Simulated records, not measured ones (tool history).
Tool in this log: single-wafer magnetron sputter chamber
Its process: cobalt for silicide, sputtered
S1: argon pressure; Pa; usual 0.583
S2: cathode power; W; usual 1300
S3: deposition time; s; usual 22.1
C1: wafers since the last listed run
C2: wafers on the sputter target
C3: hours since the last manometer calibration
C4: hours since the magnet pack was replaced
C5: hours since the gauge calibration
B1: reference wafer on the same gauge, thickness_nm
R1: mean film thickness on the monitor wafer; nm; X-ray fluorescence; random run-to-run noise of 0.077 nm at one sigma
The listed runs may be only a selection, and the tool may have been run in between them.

Run 1, hour 0.0: usual settings; C1 0; C2 5060; C3 1076.2; C4 11997.4; C5 1656.4; B1 11.680. Result: R1 14.292 nm.
Run 2, hour 69.7: usual settings; C1 984; C2 6045; C3 1145.9; C4 12067.1; C5 1726.1; B1 11.686. Result: R1 14.497 nm.
Run 3, hour 143.4: usual settings; C1 1040; C2 7086; C3 1219.6; C4 12140.8; C5 1799.8; B1 11.702. Result: R1 14.393 nm.
At hour 174.6: sputter target and shields replaced.
Run 4, hour 230.2: usual settings; C1 1112; C2 785; C3 1306.4; C4 12227.6; C5 1886.6; B1 11.727. Result: R1 14.473 nm.
Run 5, hour 277.4: usual settings; C1 666; C2 1452; C3 1353.6; C4 12274.8; C5 1933.8; B1 11.727. Result: R1 14.455 nm.
Run 6, hour 332.8: usual settings; C1 782; C2 2234; C3 1409.0; C4 12330.2; C5 1989.2; B1 11.739. Result: R1 14.300 nm.
Run 7, hour 394.1: usual settings; C1 865; C2 3100; C3 1470.3; C4 12391.5; C5 2050.5; B1 11.749. Result: R1 14.258 nm.
Run 8, hour 491.6: usual settings but S3 18.7 s; C1 1376; C2 4477; C3 1567.8; C4 12489.0; C5 2148.0; B1 11.756. Result: R1 12.286 nm.
Run 9, hour 598.7: usual settings but S3 23.7 s; C1 1512; C2 5989; C3 1674.9; C4 12596.1; C5 2255.1; B1 11.790. Result: R1 15.513 nm.
Run 10, hour 693.6: usual settings but S3 23.7 s; C1 1340; C2 7330; C3 1769.8; C4 12691.0; C5 2350.0; B1 11.802. Result: R1 15.505 nm.
Run 11, hour 749.8: usual settings; C1 793; C2 8123; C3 1826.0; C4 12747.2; C5 2406.2; B1 11.809. Result: R1 14.538 nm.
At hour 771.4: magnet pack replaced.
At hour 773.7: sputter target and shields replaced.
Run 12, hour 836.8: usual settings; C1 1082; C2 890; C3 1913.0; C4 65.4; C5 2493.2; B1 11.829. Result: R1 14.419 nm.
At hour 850.8: capacitance manometer re-zeroed and calibrated.
Run 13, hour 877.8: usual settings but S1 0.452 Pa; C1 466; C2 1356; C3 27.0; C4 106.4; C5 2534.2; B1 11.843. Result: R1 14.984 nm.
Run 14, hour 979.6: usual settings but S1 0.452 Pa; C1 1437; C2 2794; C3 128.8; C4 208.2; C5 2636.0; B1 11.858. Result: R1 14.987 nm.
Run 15, hour 1074.2: usual settings but S2 1150 W; C1 1336; C2 4130; C3 223.4; C4 302.8; C5 2730.6; B1 11.881. Result: R1 12.926 nm.
Run 16, hour 1143.7: usual settings but S1 0.766 Pa, S2 1500 W; C1 981; C2 5111; C3 292.9; C4 372.3; C5 2800.1; B1 11.899. Result: R1 16.109 nm.
Run 17, hour 1229.7: usual settings but S1 0.374 Pa, S2 1400 W; C1 1214; C2 6326; C3 378.9; C4 458.3; C5 2886.1; B1 11.921. Result: R1 16.562 nm.
Run 18, hour 1282.9: usual settings but S2 1400 W; C1 751; C2 7077; C3 432.1; C4 511.5; C5 2939.3; B1 11.930. Result: R1 15.725 nm.
At hour 1327.2: gauge calibrated.
At hour 1363.4: sputter target and shields replaced.
Run 19, hour 1416.6: usual settings; C1 1775; C2 751; C3 565.8; C4 645.2; C5 89.4; B1 11.511. Result: R1 14.219 nm.
Run 20, hour 1474.9: usual settings but S1 0.441 Pa, S2 1500 W, S3 24.2 s; C1 823; C2 1574; C3 624.1; C4 703.5; C5 147.7; B1 11.511. Result: R1 18.370 nm.
Run 21, hour 1550.4: usual settings; C1 1066; C2 2641; C3 699.6; C4 779.0; C5 223.2; B1 11.500. Result: R1 14.115 nm.
Run 22, hour 1638.2: usual settings but S1 0.809 Pa, S2 1050 W, S3 19.8 s; C1 1240; C2 3881; C3 787.4; C4 866.8; C5 311.0; B1 11.522. Result: R1 9.818 nm.
Run 23, hour 1743.2: usual settings; C1 1482; C2 5364; C3 892.4; C4 971.8; C5 416.0; B1 11.530. Result: R1 14.202 nm.
Run 24, hour 1826.0: usual settings but S1 0.747 Pa, S3 25.7 s; C1 1169; C2 6533; C3 975.2; C4 1054.6; C5 498.8; B1 11.520. Result: R1 15.768 nm.
Run 25, hour 1892.9: usual settings but S1 0.436 Pa, S2 1200 W, S3 20.7 s; C1 944; C2 7478; C3 1042.1; C4 1121.5; C5 565.7; B1 11.525. Result: R1 12.665 nm.
At hour 1937.1: sputter target and shields replaced.
Run 26, hour 1937.6: usual settings; C1 518; C2 7; C3 1086.8; C4 1166.2; C5 610.4; B1 11.516. Result: R1 14.008 nm.
Run 27, hour 2016.1: usual settings; C1 1108; C2 1116; C3 1165.3; C4 1244.7; C5 688.9; B1 11.527. Result: R1 14.149 nm.
Run 28, hour 2065.9: usual settings but S2 1500 W; C1 703; C2 1819; C3 1215.1; C4 1294.5; C5 738.7; B1 11.534. Result: R1 16.228 nm.
Run 29, hour 2153.8: usual settings but S1 0.690 Pa, S2 1100 W, S3 17.8 s; C1 1241; C2 3060; C3 1303.0; C4 1382.4; C5 826.6; B1 11.537. Result: R1 9.470 nm.

Forecast run 30:
Run 30, hour 2234.9: usual settings but S1 0.467 Pa, S3 23.2 s; C1 1145; C2 4206; C3 1384.1; C4 1463.5; C5 907.7; B1 ?. Result: R1 ?.

B1: 11.548
R1: 15.146 nm
Minus the tool's unlogged condition, the same run would have read R1 15.088 nm.
